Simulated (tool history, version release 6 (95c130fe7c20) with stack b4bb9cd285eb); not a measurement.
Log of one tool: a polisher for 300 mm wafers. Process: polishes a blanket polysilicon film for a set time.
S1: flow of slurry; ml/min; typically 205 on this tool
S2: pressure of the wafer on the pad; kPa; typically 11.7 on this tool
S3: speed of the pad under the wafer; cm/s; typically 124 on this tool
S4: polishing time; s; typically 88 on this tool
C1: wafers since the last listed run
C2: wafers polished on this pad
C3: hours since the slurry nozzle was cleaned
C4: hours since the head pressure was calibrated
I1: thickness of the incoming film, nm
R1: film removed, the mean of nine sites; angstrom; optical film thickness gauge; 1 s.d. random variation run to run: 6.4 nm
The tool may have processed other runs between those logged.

Run 1, hour 0: usual settings; C1 0; C2 812; C3 356.2; C4 263.1; I1 1583.3. Result: R1 5060 angstrom.
Run 2, hour 17.1: usual settings; C1 148; C2 961; C3 373.3; C4 280.2; I1 1559.6. Result: R1 5232 angstrom.
Run 3, hour 33.3: usual settings; C1 140; C2 1102; C3 389.5; C4 296.4; I1 1574.4. Result: R1 5132 angstrom.
Run 4, hour 41.5: usual settings; C1 71; C2 1173; C3 397.7; C4 304.6; I1 1547.9. Result: R1 5119 angstrom.
Run 5, hour 55.1: usual settings; C1 118; C2 1292; C3 411.3; C4 318.2; I1 1603.9. Result: R1 5178 angstrom.
At hour 71.4: worn pad replaced by a new one.
Run 6, hour 71.9: usual settings; C1 111; C2 4; C3 428.1; C4 335; I1 1588.3. Result: R1 5063 angstrom.
At hour 117.8: slurry nozzle cleaned.
Run 7, hour 118.3: usual settings; C1 395; C2 399; C3 0.5; C4 381.4; I1 1589.4. Result: R1 5083 angstrom.
Run 8, hour 130.6: usual settings; C1 107; C2 506; C3 12.8; C4 393.7; I1 1594.3. Result: R1 5213 angstrom.
Run 9, hour 142.5: usual settings but S4 113 s; C1 103; C2 610; C3 24.7; C4 405.6; I1 1569. Result: R1 6469 angstrom.
At hour 169.2: head pressure recalibrated.
Run 10, hour 169.7: usual settings but S4 113 s; C1 219; C2 829; C3 51.9; C4 0.5; I1 1590.3. Result: R1 6942 angstrom.
Run 11, hour 178.2: usual settings but S1 155 ml/min; C1 73; C2 903; C3 60.4; C4 9; I1 1584.9. Result: R1 5193 angstrom.
Run 12, hour 196: usual settings but S1 155 ml/min; C1 154; C2 1058; C3 78.2; C4 26.8; I1 1613.9. Result: R1 5162 angstrom.
Run 13, hour 205.6: usual settings but S1 245 ml/min, S2 9 kPa, S3 100 cm/s, S4 63 s; C1 83; C2 1141; C3 87.8; C4 36.4; I1 1578.5. Result: R1 2476 angstrom.
At hour 211.1: worn pad replaced by a new one.
Run 14, hour 222.5: usual settings but S1 155 ml/min, S3 162 cm/s; C1 112; C2 99; C3 104.7; C4 53.3; I1 1570.3. Result: R1 6656 angstrom.
Run 15, hour 231.2: usual settings but S4 68 s; C1 75; C2 175; C3 113.4; C4 62; I1 1585.8. Result: R1 4039 angstrom.
Run 16, hour 241.1: usual settings but S1 270 ml/min, S3 146 cm/s, S4 71 s; C1 86; C2 261; C3 123.3; C4 71.9; I1 1550.1. Result: R1 5354 angstrom.
Run 17, hour 251.1: usual settings but S1 250 ml/min; C1 87; C2 348; C3 133.3; C4 81.9; I1 1574.3. Result: R1 5500 angstrom.
Run 18, hour 268.8: usual settings but S4 111 s; C1 154; C2 502; C3 151; C4 99.6; I1 1598.3. Result: R1 6618 angstrom.
Run 19, hour 276.2: usual settings but S1 180 ml/min, S3 106 cm/s, S4 59 s; C1 64; C2 566; C3 158.4; C4 107; I1 1579.7. Result: R1 2920 angstrom.
Run 20, hour 284.1: usual settings; C1 68; C2 635; C3 166.3; C4 114.9; I1 1587.8. Result: R1 5176 angstrom.
Run 21, hour 300.3: usual settings but S1 240 ml/min, S4 112 s; C1 140; C2 776; C3 182.5; C4 131.1; I1 1597.3. Result: R1 6690 angstrom.
Run 22, hour 317.1: usual settings; C1 146; C2 922; C3 199.3; C4 147.9; I1 1599.2. Result: R1 5169 angstrom.
Run 23, hour 333: usual settings but S1 270 ml/min, S2 13.1 kPa, S3 136 cm/s, S4 74 s; C1 138; C2 1060; C3 215.2; C4 163.8; I1 1581.3. Result: R1 5597 angstrom.
Run 24, hour 339.9: usual settings; C1 60; C2 1121; C3 222.1; C4 170.7; I1 1570.4. Result: R1 5153 angstrom.

Below are 3 alternative next runs, each starting from the tool's condition after run 24. Predict each:
Run A, hour 340.3: usual settings; C1 3; C2 1124; C3 222.5; C4 171.1; I1 1606.6. Result: R1 ?.
Run B, hour 340.3: usual settings but S1 225 ml/min, S2 15.2 kPa; C1 3; C2 1124; C3 222.5; C4 171.1; I1 1606.6. Result: R1 ?.
Run C, hour 340.3: usual settings but S4 61 s; C1 3; C2 1124; C3 222.5; C4 171.1; I1 1606.6. Result: R1 ?.

run    R1
  A  5242
  B  6868
  C  3633
Had the tool no hidden state, the same runs would have come out as:
run    R1
  A  5490
  B  7193
  C  3805
